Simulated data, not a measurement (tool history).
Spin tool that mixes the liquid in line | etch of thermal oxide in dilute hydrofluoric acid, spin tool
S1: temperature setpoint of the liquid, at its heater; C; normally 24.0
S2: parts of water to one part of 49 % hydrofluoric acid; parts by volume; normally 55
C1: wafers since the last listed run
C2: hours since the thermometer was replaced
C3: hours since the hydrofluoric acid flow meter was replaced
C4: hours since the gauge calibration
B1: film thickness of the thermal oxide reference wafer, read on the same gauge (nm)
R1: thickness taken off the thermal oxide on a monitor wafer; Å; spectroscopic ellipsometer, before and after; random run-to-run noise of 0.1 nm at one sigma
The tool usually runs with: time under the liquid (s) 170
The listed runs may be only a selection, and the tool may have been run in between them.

Run 1, day 0.000: usual settings but S1 23.0 C, time under the liquid (s) 100; C1 0; C2 2824.2; C3 1871.1; C4 410.5; B1 150.03. Result: R1 92.0 Å.
At day 0.562: gauge calibrated.
Run 2, day 0.567: usual settings but S1 23.0 C, time under the liquid (s) 100; C1 95; C2 2837.8; C3 1884.7; C4 0.1; B1 150.02. Result: R1 92.1 Å.
Run 3, day 4.212: usual settings; C1 615; C2 2925.3; C3 1972.2; C4 87.6; B1 150.00. Result: R1 162.4 Å.
Run 4, day 5.104: usual settings; C1 150; C2 2946.7; C3 1993.6; C4 109.0; B1 149.99. Result: R1 162.5 Å.
Run 5, day 6.258: usual settings; C1 194; C2 2974.4; C3 2021.3; C4 136.7; B1 149.99. Result: R1 163.8 Å.
Run 6, day 7.317: usual settings; C1 178; C2 2999.8; C3 2046.7; C4 162.1; B1 149.98. Result: R1 163.0 Å.
Run 7, day 8.608: usual settings; C1 218; C2 3030.8; C3 2077.7; C4 193.1; B1 150.01. Result: R1 163.9 Å.
At day 8.879: hydrofluoric acid flow meter replaced.
Run 8, day 9.721: usual settings; C1 180; C2 3057.5; C3 20.2; C4 219.8; B1 150.01. Result: R1 146.7 Å.
At day 10.850: thermometer replaced.
Run 9, day 10.942: usual settings but time under the liquid (s) 245; C1 199; C2 2.2; C3 49.5; C4 249.1; B1 150.01. Result: R1 212.4 Å.
Run 10, day 12.342: usual settings; C1 236; C2 35.8; C3 83.1; C4 282.7; B1 150.00. Result: R1 146.5 Å.
Run 11, day 13.821: usual settings but S2 50 parts by volume; C1 249; C2 71.3; C3 118.6; C4 318.2; B1 150.01. Result: R1 165.1 Å.
Run 12, day 14.671: usual settings; C1 143; C2 91.7; C3 139.0; C4 338.6; B1 150.01. Result: R1 148.2 Å.
Run 13, day 15.329: usual settings; C1 111; C2 107.5; C3 154.8; C4 354.4; B1 149.99. Result: R1 148.1 Å.
Run 14, day 16.200: usual settings but S2 70 parts by volume; C1 147; C2 128.4; C3 175.7; C4 375.3; B1 150.01. Result: R1 113.9 Å.
Run 15, day 17.212: usual settings but S1 19.0 C, S2 25 parts by volume, time under the liquid (s) 260; C1 170; C2 152.7; C3 200.0; C4 399.6; B1 150.00. Result: R1 422.3 Å.
Run 16, day 18.025: usual settings; C1 137; C2 172.2; C3 219.5; C4 419.1; B1 150.01. Result: R1 147.9 Å.
Run 17, day 18.917: usual settings but S1 26.0 C, S2 25 parts by volume, time under the liquid (s) 270; C1 150; C2 193.6; C3 240.9; C4 440.5; B1 150.01. Result: R1 590.5 Å.
Run 18, day 20.146: usual settings but S1 28.0 C, S2 30 parts by volume, time under the liquid (s) 105; C1 207; C2 223.1; C3 270.4; C4 470.0; B1 149.98. Result: R1 205.6 Å.
At day 21.225: gauge calibrated.
Run 19, day 21.408: usual settings but time under the liquid (s) 230; C1 213; C2 253.4; C3 300.7; C4 4.4; B1 150.00. Result: R1 203.0 Å.
Run 20, day 22.054: usual settings but S1 27.0 C, S2 40 parts by volume, time under the liquid (s) 100; C1 109; C2 268.9; C3 316.2; C4 19.9; B1 149.99. Result: R1 139.8 Å.
Run 21, day 22.571: usual settings; C1 87; C2 281.3; C3 328.6; C4 32.3; B1 150.02. Result: R1 149.8 Å.
Run 22, day 23.208: usual settings but time under the liquid (s) 100; C1 107; C2 296.6; C3 343.9; C4 47.6; B1 149.99. Result: R1 88.6 Å.
Run 23, day 23.962: usual settings but S1 21.5 C, S2 40 parts by volume, time under the liquid (s) 200; C1 127; C2 314.7; C3 362.0; C4 65.7; B1 150.00. Result: R1 223.1 Å.
Run 24, day 24.588: usual settings but S2 40 parts by volume, time under the liquid (s) 235; C1 105; C2 329.7; C3 377.0; C4 80.7; B1 149.99. Result: R1 290.3 Å.
Run 25, day 25.854: usual settings but S1 21.5 C, S2 40 parts by volume, time under the liquid (s) 200; C1 213; C2 360.1; C3 407.4; C4 111.1; B1 150.00. Result: R1 224.6 Å.
Run 26, day 26.467: usual settings but S1 27.0 C; C1 103; C2 374.8; C3 422.1; C4 125.8; B1 149.99. Result: R1 170.8 Å.
Run 27, day 27.917: usual settings but S2 35 parts by volume, time under the liquid (s) 195; C1 244; C2 409.6; C3 456.9; C4 160.6; B1 150.01. Result: R1 279.1 Å.
Run 28, day 28.417: usual settings but S1 19.5 C, time under the liquid (s) 135; C1 84; C2 421.6; C3 468.9; C4 172.6; B1 150.02. Result: R1 98.9 Å.
Run 29, day 29.296: usual settings but S2 65 parts by volume; C1 148; C2 442.7; C3 490.0; C4 193.7; B1 150.02. Result: R1 127.3 Å.

Here are 3 independent what-if runs from the current tool condition. What would each one return?
Run A, day 29.317: usual settings; C1 3; C2 443.2; C3 490.5; C4 194.2; B1 ?. Result: R1 ?.
Run B, day 29.317: usual settings but S1 28.5 C, S2 75 parts by volume; C1 3; C2 443.2; C3 490.5; C4 194.2; B1 ?. Result: R1 ?.
Run C, day 29.317: usual settings but S1 19.0 C, time under the liquid (s) 270; C1 3; C2 443.2; C3 490.5; C4 194.2; B1 ?. Result: R1 ?.

run      B1     R1
  A  150.01  150.4
  B  150.01  128.5
  C  150.01  193.8
What these runs would have given with no unlogged condition in the tool:
run     R1
  A  146.5
  B  125.1
  C  188.8
